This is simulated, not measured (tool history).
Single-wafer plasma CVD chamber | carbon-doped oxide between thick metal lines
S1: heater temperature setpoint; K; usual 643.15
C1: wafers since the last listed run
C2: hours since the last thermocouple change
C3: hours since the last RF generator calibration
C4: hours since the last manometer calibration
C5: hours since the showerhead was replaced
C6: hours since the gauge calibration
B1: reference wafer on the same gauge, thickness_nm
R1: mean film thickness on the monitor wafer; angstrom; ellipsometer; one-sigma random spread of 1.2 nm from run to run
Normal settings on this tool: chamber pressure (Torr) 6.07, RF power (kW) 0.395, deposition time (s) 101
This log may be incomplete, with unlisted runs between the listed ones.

run 1 hour=0 | S1=638.15 chamber_pressure_(Torr)=6.07 RF_power_(kW)=0.395 deposition_time_(s)=101 | C1=0 C2=2061 C3=2205 C4=657.8 C5=4446.1 C6=203.3 | B1=348.997 | R1=3956.84
run 2 hour=41.8 | S1=643.15 chamber_pressure_(Torr)=6.07 RF_power_(kW)=0.395 deposition_time_(s)=101 | C1=313 C2=2102.8 C3=2246.8 C4=699.6 C5=4487.9 C6=245.1 | B1=348.9 | R1=3900.49
run 3 hour=69.9 | S1=643.15 chamber_pressure_(Torr)=6.07 RF_power_(kW)=0.395 deposition_time_(s)=101 | C1=210 C2=2130.9 C3=2274.9 C4=727.7 C5=4516 C6=273.2 | B1=349.003 | R1=3901.16
run 4 hour=134.4 | S1=643.15 chamber_pressure_(Torr)=6.07 RF_power_(kW)=0.395 deposition_time_(s)=101 | C1=483 C2=2195.4 C3=2339.4 C4=792.2 C5=4580.5 C6=337.7 | B1=349.246 | R1=3926.69
run 5 hour=180.7 | S1=643.15 chamber_pressure_(Torr)=6.07 RF_power_(kW)=0.395 deposition_time_(s)=101 | C1=347 C2=2241.7 C3=2385.7 C4=838.5 C5=4626.8 C6=384 | B1=348.966 | R1=3897.91
run 6 hour=228 | S1=643.15 chamber_pressure_(Torr)=6.07 RF_power_(kW)=0.395 deposition_time_(s)=101 | C1=354 C2=2289 C3=2433 C4=885.8 C5=4674.1 C6=431.3 | B1=348.898 | R1=3894.62
run 7 hour=293.4 | S1=643.15 chamber_pressure_(Torr)=6.07 RF_power_(kW)=0.395 deposition_time_(s)=101 | C1=490 C2=2354.4 C3=2498.4 C4=951.2 C5=4739.5 C6=496.7 | B1=348.963 | R1=3913.58
-- hour=331.7 RF generator calibrated
run 8 hour=338.9 | S1=643.15 chamber_pressure_(Torr)=6.07 RF_power_(kW)=0.395 deposition_time_(s)=101 | C1=281 C2=2399.9 C3=7.2 C4=996.7 C5=4785 C6=542.2 | B1=348.823 | R1=4085.03
run 9 hour=381.2 | S1=643.15 chamber_pressure_(Torr)=6.07 RF_power_(kW)=0.395 deposition_time_(s)=101 | C1=317 C2=2442.2 C3=49.5 C4=1039 C5=4827.3 C6=584.5 | B1=348.919 | R1=4057.43
run 10 hour=433.7 | S1=643.15 chamber_pressure_(Torr)=6.07 RF_power_(kW)=0.45 deposition_time_(s)=118 | C1=393 C2=2494.7 C3=102 C4=1091.5 C5=4879.8 C6=637 | B1=348.951 | R1=5076.65
-- hour=445.7 capacitance manometer re-zeroed and calibrated
-- hour=461.2 showerhead replaced
run 11 hour=461.7 | S1=629.15 chamber_pressure_(Torr)=6.07 RF_power_(kW)=0.395 deposition_time_(s)=101 | C1=89 C2=2522.7 C3=130 C4=16 C5=0.5 C6=665 | B1=348.852 | R1=4173.53
run 12 hour=489.2 | S1=643.15 chamber_pressure_(Torr)=6.07 RF_power_(kW)=0.45 deposition_time_(s)=118 | C1=206 C2=2550.2 C3=157.5 C4=43.5 C5=28 C6=692.5 | B1=348.94 | R1=5065.46
run 13 hour=534.6 | S1=643.15 chamber_pressure_(Torr)=6.07 RF_power_(kW)=0.395 deposition_time_(s)=101 | C1=340 C2=2595.6 C3=202.9 C4=88.9 C5=73.4 C6=737.9 | B1=348.821 | R1=4050.73
-- hour=585.4 gauge calibrated
-- hour=587.9 thermocouple changed; heater temperature recalibrated
run 14 hour=588.4 | S1=650.15 chamber_pressure_(Torr)=6.81 RF_power_(kW)=0.47 deposition_time_(s)=96 | C1=343 C2=0.5 C3=256.7 C4=142.7 C5=127.2 C6=3 | B1=348.911 | R1=4176.62
run 15 hour=649.2 | S1=643.15 chamber_pressure_(Torr)=7.1 RF_power_(kW)=0.395 deposition_time_(s)=101 | C1=455 C2=61.3 C3=317.5 C4=203.5 C5=188 C6=63.8 | B1=349.14 | R1=4072.54
run 16 hour=677.2 | S1=643.15 chamber_pressure_(Torr)=6.07 RF_power_(kW)=0.395 deposition_time_(s)=116 | C1=209 C2=89.3 C3=345.5 C4=231.5 C5=216 C6=91.8 | B1=348.953 | R1=4608.23
run 17 hour=746.4 | S1=630.15 chamber_pressure_(Torr)=6.07 RF_power_(kW)=0.395 deposition_time_(s)=101 | C1=518 C2=158.5 C3=414.7 C4=300.7 C5=285.2 C6=161 | B1=349.209 | R1=4107.78
run 18 hour=778 | S1=643.15 chamber_pressure_(Torr)=6.07 RF_power_(kW)=0.395 deposition_time_(s)=101 | C1=236 C2=190.1 C3=446.3 C4=332.3 C5=316.8 C6=192.6 | B1=349.036 | R1=4020.05

Difference, measured minus no-hidden-state, one row per run. Run-to-run variation is common to both terms; the gauge's own scatter need not be:
Hidden state at play: wafer temperature above the value expected at the setpoint (K); delivered RF power above the setpoint (%); true pressure above the setpoint (%); gauge reads high (%).
run=1 R1=-193.62
run=2 R1=-191.41
run=3 R1=-191.8
run=4 R1=-193.83
run=5 R1=-192.92
run=6 R1=-193.25
run=7 R1=-194.82
run=8 R1=-11.97
run=9 R1=-21.12
run=10 R1=-39.96
run=11 R1=-38.51
run=12 R1=-53.26
run=13 R1=-50.82
run=14 R1=-61.88
run=15 R1=-70.06
run=16 R1=-84.07
run=17 R1=-85.08
run=18 R1=-87.62
